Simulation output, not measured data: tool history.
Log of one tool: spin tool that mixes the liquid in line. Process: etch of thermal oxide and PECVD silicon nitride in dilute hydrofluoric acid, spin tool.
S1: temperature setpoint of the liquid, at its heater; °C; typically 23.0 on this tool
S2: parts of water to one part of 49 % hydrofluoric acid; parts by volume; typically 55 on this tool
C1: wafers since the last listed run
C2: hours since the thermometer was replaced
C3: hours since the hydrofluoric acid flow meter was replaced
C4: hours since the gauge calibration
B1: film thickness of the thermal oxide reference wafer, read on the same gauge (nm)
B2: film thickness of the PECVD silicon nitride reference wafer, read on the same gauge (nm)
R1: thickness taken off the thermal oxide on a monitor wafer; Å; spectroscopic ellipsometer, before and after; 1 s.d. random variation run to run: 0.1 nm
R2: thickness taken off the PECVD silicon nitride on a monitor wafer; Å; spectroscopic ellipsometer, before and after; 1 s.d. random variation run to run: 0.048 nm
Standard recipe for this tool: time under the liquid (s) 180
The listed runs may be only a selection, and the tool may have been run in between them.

{"run": 1, "hour": 0.0, "S1": 23.0, "S2": 55, "time under the liquid (s)": 180, "C1": 0, "C2": 1991.5, "C3": 1174.9, "C4": 143.0, "B1": 49.99, "B2": 150.06, "R1": 158.1, "R2": 70.7}
{"run": 2, "hour": 9.3, "S1": 23.0, "S2": 55, "time under the liquid (s)": 140, "C1": 47, "C2": 2000.8, "C3": 1184.2, "C4": 152.3, "B1": 50.02, "B2": 150.0, "R1": 122.5, "R2": 55.7}
{"run": 3, "hour": 20.9, "S1": 20.0, "S2": 55, "time under the liquid (s)": 180, "C1": 59, "C2": 2012.4, "C3": 1195.8, "C4": 163.9, "B1": 49.98, "B2": 149.97, "R1": 138.8, "R2": 57.2}
{"run": 4, "hour": 56.9, "S1": 23.0, "S2": 55, "time under the liquid (s)": 180, "C1": 183, "C2": 2048.4, "C3": 1231.8, "C4": 199.9, "B1": 50.0, "B2": 149.99, "R1": 159.0, "R2": 70.9}
{"run": 5, "hour": 68.3, "S1": 23.0, "S2": 55, "time under the liquid (s)": 180, "C1": 57, "C2": 2059.8, "C3": 1243.2, "C4": 211.3, "B1": 50.01, "B2": 149.99, "R1": 157.7, "R2": 70.2}
{"hour": 78.6, "done": "gauge calibrated"}
{"run": 6, "hour": 113.4, "S1": 23.0, "S2": 55, "time under the liquid (s)": 180, "C1": 229, "C2": 2104.9, "C3": 1288.3, "C4": 34.8, "B1": 49.99, "B2": 150.03, "R1": 156.6, "R2": 70.3}
{"run": 7, "hour": 122.3, "S1": 23.0, "S2": 55, "time under the liquid (s)": 180, "C1": 45, "C2": 2113.8, "C3": 1297.2, "C4": 43.7, "B1": 49.97, "B2": 150.0, "R1": 156.6, "R2": 69.9}
{"run": 8, "hour": 136.6, "S1": 23.0, "S2": 55, "time under the liquid (s)": 180, "C1": 72, "C2": 2128.1, "C3": 1311.5, "C4": 58.0, "B1": 50.0, "B2": 149.98, "R1": 159.6, "R2": 71.0}
{"run": 9, "hour": 144.3, "S1": 23.0, "S2": 55, "time under the liquid (s)": 180, "C1": 39, "C2": 2135.8, "C3": 1319.2, "C4": 65.7, "B1": 50.0, "B2": 150.06, "R1": 158.1, "R2": 71.1}
{"run": 10, "hour": 150.8, "S1": 23.0, "S2": 55, "time under the liquid (s)": 180, "C1": 33, "C2": 2142.3, "C3": 1325.7, "C4": 72.2, "B1": 49.99, "B2": 149.98, "R1": 158.8, "R2": 70.3}
{"run": 11, "hour": 165.5, "S1": 23.0, "S2": 50, "time under the liquid (s)": 180, "C1": 74, "C2": 2157.0, "C3": 1340.4, "C4": 86.9, "B1": 50.0, "B2": 150.0, "R1": 175.4, "R2": 77.7}
{"run": 12, "hour": 173.3, "S1": 23.0, "S2": 75, "time under the liquid (s)": 210, "C1": 39, "C2": 2164.8, "C3": 1348.2, "C4": 94.7, "B1": 49.99, "B2": 150.02, "R1": 131.8, "R2": 60.8}
{"run": 13, "hour": 187.0, "S1": 27.0, "S2": 40, "time under the liquid (s)": 215, "C1": 69, "C2": 2178.5, "C3": 1361.9, "C4": 108.4, "B1": 50.02, "B2": 150.03, "R1": 313.0, "R2": 150.8}
{"run": 14, "hour": 200.9, "S1": 20.5, "S2": 75, "time under the liquid (s)": 180, "C1": 70, "C2": 2192.4, "C3": 1375.8, "C4": 122.3, "B1": 50.01, "B2": 149.99, "R1": 100.7, "R2": 44.1}
{"run": 15, "hour": 217.5, "S1": 19.0, "S2": 35, "time under the liquid (s)": 100, "C1": 84, "C2": 2209.0, "C3": 1392.4, "C4": 138.9, "B1": 49.99, "B2": 149.98, "R1": 119.5, "R2": 46.2}
{"run": 16, "hour": 237.3, "S1": 19.5, "S2": 55, "time under the liquid (s)": 285, "C1": 100, "C2": 2228.8, "C3": 1412.2, "C4": 158.7, "B1": 49.99, "B2": 150.06, "R1": 215.1, "R2": 87.6}
{"run": 17, "hour": 250.3, "S1": 27.0, "S2": 30, "time under the liquid (s)": 125, "C1": 66, "C2": 2241.8, "C3": 1425.2, "C4": 171.7, "B1": 50.0, "B2": 150.0, "R1": 242.8, "R2": 116.4}
{"hour": 251.9, "done": "thermometer replaced"}
{"hour": 262.2, "done": "hydrofluoric acid flow meter replaced"}
{"run": 18, "hour": 303.3, "S1": 23.0, "S2": 55, "time under the liquid (s)": 180, "C1": 259, "C2": 51.4, "C3": 41.1, "C4": 224.7, "B1": 50.01, "B2": 150.0, "R1": 159.0, "R2": 71.1}
{"hour": 314.5, "done": "gauge calibrated"}
{"run": 19, "hour": 315.7, "S1": 23.0, "S2": 55, "time under the liquid (s)": 180, "C1": 63, "C2": 63.8, "C3": 53.5, "C4": 1.2, "B1": 50.0, "B2": 150.01, "R1": 158.7, "R2": 70.0}
{"run": 20, "hour": 328.3, "S1": 26.0, "S2": 75, "time under the liquid (s)": 180, "C1": 64, "C2": 76.4, "C3": 66.1, "C4": 13.8, "B1": 50.02, "B2": 150.02, "R1": 127.2, "R2": 63.8}

What does the tool deliver on the next run?
{"run": 21, "hour": 338.8, "S1": 21.5, "S2": 45, "time under the liquid (s)": 130, "C1": 53, "C2": 86.9, "C3": 76.6, "C4": 24.3, "B1": "?", "B2": "?", "R1": "?", "R2": "?"}

{"run 21": {"B1": 50.0, "B2": 150.02, "R1": 132.2, "R2": 55.8}}
On a tool with no hidden condition, and with the same random variation, this run would have come out at R1 132.2 Å, R2 55.8 Å.
